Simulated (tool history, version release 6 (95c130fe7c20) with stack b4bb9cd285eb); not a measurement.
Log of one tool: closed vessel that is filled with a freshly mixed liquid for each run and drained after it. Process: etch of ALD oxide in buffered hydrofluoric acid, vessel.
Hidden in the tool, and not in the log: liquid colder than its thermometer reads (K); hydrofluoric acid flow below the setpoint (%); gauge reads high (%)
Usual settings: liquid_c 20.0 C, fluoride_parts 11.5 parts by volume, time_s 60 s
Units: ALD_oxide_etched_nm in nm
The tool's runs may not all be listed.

run    hour  liquid_c  fluoride_parts  time_s  wafers since the last listed run  hours since the thermometer was replaced  hours since the hydrofluoric acid flow meter was replaced  hours since the gauge calibration  read-back film thickness of the ALD oxide reference wafer, read on the same gauge (nm)  ALD_oxide_etched_nm
  1     0.0      20.0            11.5      60                                 0                                     134.4                                                     1374.3                              771.9                                                                                  129.99                89.07
  2    34.3      21.5            11.5      60                              2275                                     168.7                                                     1408.6                              806.2                                                                                  129.95                95.59
  3    94.6      21.5            11.5      60                              3999                                     229.0                                                     1468.9                              866.5                                                                                  130.01                95.27
  4   242.2      20.0            11.5      60                              9790                                     376.6                                                     1616.5                             1014.1                                                                                  130.01                83.61
  5   292.0      20.0            11.5      60                              3303                                     426.4                                                     1666.3                             1063.9                                                                                  129.99                84.80
  6   434.2      20.0            11.5      75                              9431                                     568.6                                                     1808.5                             1206.1                                                                                  130.05               103.99
  7   495.9      20.0            11.5      75                              4092                                     630.3                                                     1870.2                             1267.8                                                                                  130.03               102.44
      527.1  -- gauge calibrated
  8   562.6      20.0            11.5      75                              4424                                     697.0                                                     1936.9                               35.5                                                                                  130.04               102.20
      582.0  -- thermometer replaced
      621.6  -- hydrofluoric acid flow meter replaced
  9   664.8      20.0            11.5      60                              6646                                      82.8                                                       43.2                              137.7                                                                                  130.05                89.18
 10   728.8      20.0            11.5      60                              4245                                     146.8                                                      107.2                              201.7                                                                                  130.03                89.35
 11   860.0      20.0            11.5      60                              8702                                     278.0                                                      238.4                              332.9                                                                                  130.05                85.45
 12   920.6      25.0             8.5      35                              4019                                     338.6                                                      299.0                              393.5                                                                                  130.00                87.01
 13   949.9      17.0             8.5      60                              1943                                     367.9                                                      328.3                              422.8                                                                                  130.00                93.99
 14   974.4      20.0            11.5      60                              1625                                     392.4                                                      352.8                              447.3                                                                                  129.97                85.19
 15  1024.4      20.0             8.0      35                              3316                                     442.4                                                      402.8                              497.3                                                                                  129.98                67.62
 16  1054.6      20.0            11.5      60                              2003                                     472.6                                                      433.0                              527.5                                                                                  129.98                82.64
 17  1091.9      22.0             7.0      35                              2474                                     509.9                                                      470.3                              564.8                                                                                  130.03                86.61
 18  1139.6      17.5            12.5      30                              3163                                     557.6                                                      518.0                              612.5                                                                                  130.03                32.70
 19  1174.6      22.0            11.5      35                              2321                                     592.6                                                      553.0                              647.5                                                                                  130.02                54.06

Forecast run 20:
 20  1275.2      20.0            11.5      60                              6672                                     693.2                                                      653.6                              748.1                                                                                       ?                    ?

{"run 20": {"read-back film thickness of the ALD oxide reference wafer, read on the same gauge (nm)": 129.98, "ALD_oxide_etched_nm": 80.49}}
Without the tool's hidden state the same run would have given ALD_oxide_etched_nm 90.25 nm.
